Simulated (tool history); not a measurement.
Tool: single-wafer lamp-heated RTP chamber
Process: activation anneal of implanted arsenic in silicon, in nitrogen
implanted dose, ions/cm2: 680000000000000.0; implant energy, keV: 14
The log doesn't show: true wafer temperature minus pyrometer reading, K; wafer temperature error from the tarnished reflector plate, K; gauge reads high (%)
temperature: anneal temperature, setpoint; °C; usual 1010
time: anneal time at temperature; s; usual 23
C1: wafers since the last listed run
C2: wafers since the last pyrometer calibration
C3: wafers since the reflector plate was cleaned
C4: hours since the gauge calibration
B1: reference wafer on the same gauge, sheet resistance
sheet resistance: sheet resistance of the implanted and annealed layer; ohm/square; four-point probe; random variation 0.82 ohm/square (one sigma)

{"run": 1, "hour": 0.0, "temperature": 1010, "time": 32, "C1": 0, "C2": 1343, "C3": 7386, "C4": 187.5, "B1": 196.8, "sheet resistance": 183.65}
{"run": 2, "hour": 12.9, "temperature": 1010, "time": 32, "C1": 242, "C2": 1585, "C3": 7628, "C4": 200.4, "B1": 197.23, "sheet resistance": 183.04}
{"run": 3, "hour": 29.6, "temperature": 1010, "time": 23, "C1": 313, "C2": 1899, "C3": 7942, "C4": 217.1, "B1": 197.43, "sheet resistance": 187.65}
{"run": 4, "hour": 41.7, "temperature": 1017, "time": 29, "C1": 227, "C2": 2127, "C3": 8170, "C4": 229.2, "B1": 197.43, "sheet resistance": 180.73}
{"run": 5, "hour": 57.4, "temperature": 1001, "time": 23, "C1": 295, "C2": 2422, "C3": 8465, "C4": 244.9, "B1": 196.85, "sheet resistance": 188.48}
{"run": 6, "hour": 68.5, "temperature": 1010, "time": 23, "C1": 208, "C2": 2631, "C3": 8674, "C4": 256.0, "B1": 197.03, "sheet resistance": 186.01}
{"run": 7, "hour": 81.1, "temperature": 1010, "time": 23, "C1": 236, "C2": 2868, "C3": 8911, "C4": 268.6, "B1": 196.87, "sheet resistance": 186.94}
{"run": 8, "hour": 95.6, "temperature": 1010, "time": 23, "C1": 272, "C2": 3140, "C3": 9183, "C4": 283.1, "B1": 196.85, "sheet resistance": 185.71}
{"run": 9, "hour": 108.5, "temperature": 1010, "time": 23, "C1": 242, "C2": 3383, "C3": 9426, "C4": 296.0, "B1": 197.18, "sheet resistance": 187.09}
{"run": 10, "hour": 123.8, "temperature": 1010, "time": 16, "C1": 287, "C2": 3670, "C3": 9713, "C4": 311.3, "B1": 197.15, "sheet resistance": 190.23}
{"run": 11, "hour": 137.5, "temperature": 1010, "time": 16, "C1": 257, "C2": 3928, "C3": 9971, "C4": 325.0, "B1": 197.22, "sheet resistance": 191.06}
{"run": 12, "hour": 150.9, "temperature": 1010, "time": 16, "C1": 251, "C2": 4180, "C3": 10223, "C4": 338.4, "B1": 196.83, "sheet resistance": 190.82}
{"run": 13, "hour": 158.9, "temperature": 990, "time": 26, "C1": 150, "C2": 4330, "C3": 10373, "C4": 346.4, "B1": 196.59, "sheet resistance": 190.64}
{"run": 14, "hour": 174.1, "temperature": 990, "time": 26, "C1": 285, "C2": 4616, "C3": 10659, "C4": 361.6, "B1": 197.16, "sheet resistance": 189.57}
{"run": 15, "hour": 190.9, "temperature": 990, "time": 26, "C1": 315, "C2": 4932, "C3": 10975, "C4": 378.4, "B1": 196.88, "sheet resistance": 189.47}
{"run": 16, "hour": 204.9, "temperature": 1010, "time": 23, "C1": 263, "C2": 5195, "C3": 11238, "C4": 392.4, "B1": 196.98, "sheet resistance": 184.05}
{"hour": 221.3, "done": "pyrometer window cleaned and pyrometer calibrated"}
{"run": 17, "hour": 221.8, "temperature": 1010, "time": 23, "C1": 167, "C2": 9, "C3": 11405, "C4": 409.3, "B1": 196.94, "sheet resistance": 189.37}
{"hour": 235.7, "done": "reflector plate cleaned"}
{"run": 18, "hour": 236.2, "temperature": 1037, "time": 34, "C1": 120, "C2": 129, "C3": 8, "C4": 423.7, "B1": 197.26, "sheet resistance": 174.61}
{"run": 19, "hour": 244.5, "temperature": 989, "time": 37, "C1": 156, "C2": 285, "C3": 165, "C4": 432.0, "B1": 197.14, "sheet resistance": 188.91}
{"run": 20, "hour": 252.4, "temperature": 1035, "time": 13, "C1": 148, "C2": 434, "C3": 313, "C4": 439.9, "B1": 196.94, "sheet resistance": 188.46}
{"run": 21, "hour": 264.0, "temperature": 1023, "time": 31, "C1": 218, "C2": 652, "C3": 531, "C4": 451.5, "B1": 197.17, "sheet resistance": 180.82}
{"hour": 267.7, "done": "gauge calibrated"}
{"run": 22, "hour": 290.6, "temperature": 1031, "time": 29, "C1": 500, "C2": 1152, "C3": 1031, "C4": 22.9, "B1": 196.98, "sheet resistance": 177.73}
{"run": 23, "hour": 308.4, "temperature": 1019, "time": 31, "C1": 334, "C2": 1487, "C3": 1366, "C4": 40.7, "B1": 197.29, "sheet resistance": 181.01}
{"run": 24, "hour": 360.6, "temperature": 1010, "time": 16, "C1": 981, "C2": 2468, "C3": 2347, "C4": 92.9, "B1": 196.96, "sheet resistance": 193.01}
{"run": 25, "hour": 373.9, "temperature": 1019, "time": 10, "C1": 250, "C2": 2718, "C3": 2597, "C4": 106.2, "B1": 197.09, "sheet resistance": 195.52}
{"run": 26, "hour": 387.9, "temperature": 995, "time": 30, "C1": 263, "C2": 2982, "C3": 2861, "C4": 120.2, "B1": 197.02, "sheet resistance": 188.76}
{"run": 27, "hour": 399.5, "temperature": 1039, "time": 12, "C1": 218, "C2": 3200, "C3": 3079, "C4": 131.8, "B1": 196.98, "sheet resistance": 186.01}
{"run": 28, "hour": 410.8, "temperature": 1024, "time": 27, "C1": 212, "C2": 3412, "C3": 3291, "C4": 143.1, "B1": 196.94, "sheet resistance": 179.45}
{"run": 29, "hour": 425.7, "temperature": 1029, "time": 23, "C1": 280, "C2": 3692, "C3": 3571, "C4": 158.0, "B1": 197.31, "sheet resistance": 180.09}
{"run": 30, "hour": 438.9, "temperature": 1036, "time": 19, "C1": 248, "C2": 3940, "C3": 3819, "C4": 171.2, "B1": 197.01, "sheet resistance": 179.82}
{"hour": 457.4, "done": "pyrometer window cleaned and pyrometer calibrated"}
{"run": 31, "hour": 457.9, "temperature": 1010, "time": 15, "C1": 206, "C2": 9, "C3": 4026, "C4": 190.2, "B1": 197.03, "sheet resistance": 194.25}

Forecast each of these 4 alternatives for the next run:
{"run": "A", "hour": 458.3, "temperature": 1026, "time": 23, "C1": 7, "C2": 17, "C3": 4034, "C4": 190.6, "B1": "?", "sheet resistance": "?"}
{"run": "B", "hour": 458.3, "temperature": 1020, "time": 10, "C1": 7, "C2": 17, "C3": 4034, "C4": 190.6, "B1": "?", "sheet resistance": "?"}
{"run": "C", "hour": 458.3, "temperature": 1021, "time": 17, "C1": 7, "C2": 17, "C3": 4034, "C4": 190.6, "B1": "?", "sheet resistance": "?"}
{"run": "D", "hour": 458.3, "temperature": 1028, "time": 23, "C1": 7, "C2": 17, "C3": 4034, "C4": 190.6, "B1": "?", "sheet resistance": "?"}

run=A B1=197.14 sheet_resistance=183.39
run=B B1=197.14 sheet_resistance=196.26
run=C B1=197.14 sheet_resistance=189.17
run=D B1=197.14 sheet_resistance=182.75
Without the tool's hidden state the same runs would have given:
run=A sheet_resistance=183.99
run=B sheet_resistance=196.81
run=C sheet_resistance=189.78
run=D sheet_resistance=183.34

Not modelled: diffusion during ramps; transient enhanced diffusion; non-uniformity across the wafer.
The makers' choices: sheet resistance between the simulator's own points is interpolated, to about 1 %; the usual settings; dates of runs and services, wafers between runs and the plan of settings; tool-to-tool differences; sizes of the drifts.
